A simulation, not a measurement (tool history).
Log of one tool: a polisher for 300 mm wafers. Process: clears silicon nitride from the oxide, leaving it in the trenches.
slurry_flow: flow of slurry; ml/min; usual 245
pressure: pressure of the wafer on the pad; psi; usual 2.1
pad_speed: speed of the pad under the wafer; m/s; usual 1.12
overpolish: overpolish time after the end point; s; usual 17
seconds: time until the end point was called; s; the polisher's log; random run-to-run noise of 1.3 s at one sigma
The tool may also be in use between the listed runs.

run	day	slurry_flow	pressure	pad_speed	overpolish	wafers since the last listed run	wafers polished on this pad	hours since the slurry nozzle was cleaned	hours since the head pressure was calibrated	incoming thickness of the incoming film, nm	seconds
1	0.000	245	2.1	1.12	17	0	1316	454.8	460.8	69.1	91.1
# day 5.533: slurry nozzle cleaned
# day 6.675: worn pad replaced by a new one
2	6.696	245	2.1	1.12	17	1463	4	27.9	621.5	71.0	95.7
3	8.225	245	2.1	1.12	17	344	349	64.6	658.2	69.5	95.1
# day 10.108: head pressure recalibrated
4	12.175	245	2.1	1.12	17	872	1221	159.4	49.6	70.0	84.0
5	15.517	245	2.1	1.40	17	753	1975	239.6	129.8	68.7	67.4
6	17.042	245	2.1	1.40	17	343	2319	276.2	166.4	71.3	71.1
# day 18.688: worn pad replaced by a new one, of another model than before
7	19.533	275	2.1	1.12	17	524	191	336.0	226.2	69.8	84.5
8	22.667	245	2.4	1.12	17	706	897	411.2	301.4	69.2	78.2
9	26.417	245	2.4	1.12	17	845	1743	501.2	391.4	70.1	80.1
10	28.783	245	2.4	1.12	17	533	2277	558.0	448.2	70.3	80.2
# day 29.446: worn pad replaced by a new one
11	30.462	245	2.1	0.88	22	341	229	598.3	488.5	70.9	103.6
12	34.783	245	2.1	0.88	22	974	1204	702.0	592.2	68.8	99.0
# day 35.275: slurry nozzle cleaned
13	36.975	245	2.6	1.12	17	484	1689	40.8	644.8	69.8	74.3
14	40.317	245	2.5	0.90	14	753	2442	121.0	725.0	69.0	88.6
# day 41.054: worn pad replaced by a new one
15	44.267	245	2.1	0.94	17	853	724	215.8	819.8	69.9	98.9
# day 44.996: head pressure recalibrated
16	45.767	245	2.1	1.12	17	319	1044	251.8	18.5	69.4	82.1
17	50.054	245	2.1	1.12	26	967	2011	354.7	121.4	70.0	85.0
# day 52.779: worn pad replaced by a new one
18	52.983	180	2.1	1.12	17	623	46	425.0	191.7	70.8	95.9
19	55.329	245	2.1	1.12	17	529	575	481.3	248.0	69.7	82.3
20	58.158	160	2.1	1.38	17	638	1213	549.2	315.9	70.8	88.7

Results for each run, recomputed without the tool's hidden state and with each run's random variation untouched:
The hidden state here: removal rate lost through wear of the pad, %; slurry flow missing at the pad, %; deviation of the head's pressure from its setpoint, %.
run	seconds
1	78.9
2	82.0
3	81.3
4	82.4
5	64.3
6	67.1
7	80.3
8	73.6
9	74.8
10	74.5
11	96.0
12	91.3
13	68.4
14	81.4
15	90.7
16	82.2
17	82.7
18	92.2
19	78.4
20	83.8
